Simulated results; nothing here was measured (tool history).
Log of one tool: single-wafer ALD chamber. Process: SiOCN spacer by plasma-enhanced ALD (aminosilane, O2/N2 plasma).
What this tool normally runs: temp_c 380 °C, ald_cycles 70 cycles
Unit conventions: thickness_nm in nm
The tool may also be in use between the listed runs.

run      day  temp_c  ald_cycles  read-back reference wafer on the same gauge, thickness_nm  thickness_nm
  1    0.000     380          70                                                      4.095         4.619
  2    2.050     371          70                                                      4.093         4.606
  3    5.096     371          70                                                      4.092         4.612
  4    7.288     389          70                                                      4.088         4.604
  5   11.683     389          70                                                      4.084         4.603
  6   16.125     380          70                                                      4.081         4.599
  7   18.108     380          70                                                      4.079         4.584
      20.279  -- thermocouple changed; heater temperature recalibrated
  8   20.633     387          70                                                      4.077         4.595
  9   24.196     387          70                                                      4.071         4.595
 10   28.567     374          70                                                      4.065         4.571
 11   32.442     374          70                                                      4.063         4.589
 12   34.717     374          70                                                      4.054         4.579
 13   37.512     380          70                                                      4.053         4.547
 14   40.104     380          70                                                      4.051         4.573
 15   44.338     380          70                                                      4.042         4.539
 16   53.112     387          70                                                      4.034         4.543
 17   55.312     380          70                                                      4.030         4.523
      60.958  -- gauge calibrated
      61.121  -- thermocouple changed; heater temperature recalibrated
 18   64.579     390          78                                                      4.121         5.175
 19   67.821     371          63                                                      4.121         4.168
 20   70.992     392          83                                                      4.124         5.494
 21   74.921     386          70                                                      4.124         4.637
 22   76.858     380          64                                                      4.121         4.221
 23   89.842     380          70                                                      4.117         4.647
 24   92.829     390          83                                                      4.118         5.509
 25   95.421     380          76                                                      4.115         5.043
      97.038  -- thermocouple changed; heater temperature recalibrated
 26  103.042     380          70                                                      4.115         4.632
 27  106.717     387          82                                                      4.110         5.431
 28  108.821     391          70                                                      4.107         4.624
 29  110.417     390          76                                                      4.108         5.044
 30  113.183     380          70                                                      4.105         4.628
 31  116.029     380          70                                                      4.107         4.634

Below are 5 alternative next runs, each starting from the tool's condition after run 31. Predict each:
  A  116.050     380          63                                                          ?             ?
  B  116.050     367          63                                                          ?             ?
  C  116.050     393          66                                                          ?             ?
  D  116.050     394          75                                                          ?             ?
  E  116.050     385          70                                                          ?             ?

run  read-back reference wafer on the same gauge, thickness_nm  thickness_nm
  A                                                      4.103         4.191
  B                                                      4.103         4.191
  C                                                      4.103         4.390
  D                                                      4.103         4.989
  E                                                      4.103         4.656
Without the tool's hidden state the same runs would have given:
run  thickness_nm
  A         4.216
  B         4.216
  C         4.417
  D         5.019
  E         4.685
